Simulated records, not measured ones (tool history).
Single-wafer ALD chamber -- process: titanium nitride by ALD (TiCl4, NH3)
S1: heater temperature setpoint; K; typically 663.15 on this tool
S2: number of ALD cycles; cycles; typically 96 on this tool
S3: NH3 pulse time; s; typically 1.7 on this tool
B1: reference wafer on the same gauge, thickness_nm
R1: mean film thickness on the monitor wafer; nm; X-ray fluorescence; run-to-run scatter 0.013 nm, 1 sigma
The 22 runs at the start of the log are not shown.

run    hour      S1   S2    S3     B1     R1
 23    1605  663.15   96  1.38  2.037  2.102
 24  1667.6  671.15  115  1.42  2.036  2.524
 25  1720.2  663.15   96  1.24  2.035  2.077
     1760.4  -- thermocouple changed; heater temperature recalibrated
 26  1760.9  663.15   89  1.53  2.035  1.949
 27  1802.8  653.15  105  2.09  2.033  2.312
 28  1942.6  663.15   96   1.7  2.031  2.115
 29  2090.9  660.15   96   1.7   2.03  2.116
 30  2142.5  650.15   83  1.18  2.025  1.746
 31  2189.5  648.15   96   1.7  2.026   2.07
 32  2236.7  670.15  104   1.7  2.025  2.298
 33  2287.3  675.15   78  1.24  2.024  1.702
 34    2351  677.15  104  1.11  2.025  2.266

Predict the results of run 35:
 35  2378.4  657.15  115  1.9   ?   ?

B1: 2.025
R1: 2.526 nm
On a tool with no hidden condition, and with the same random variation, this run would have come out at R1 2.559 nm.
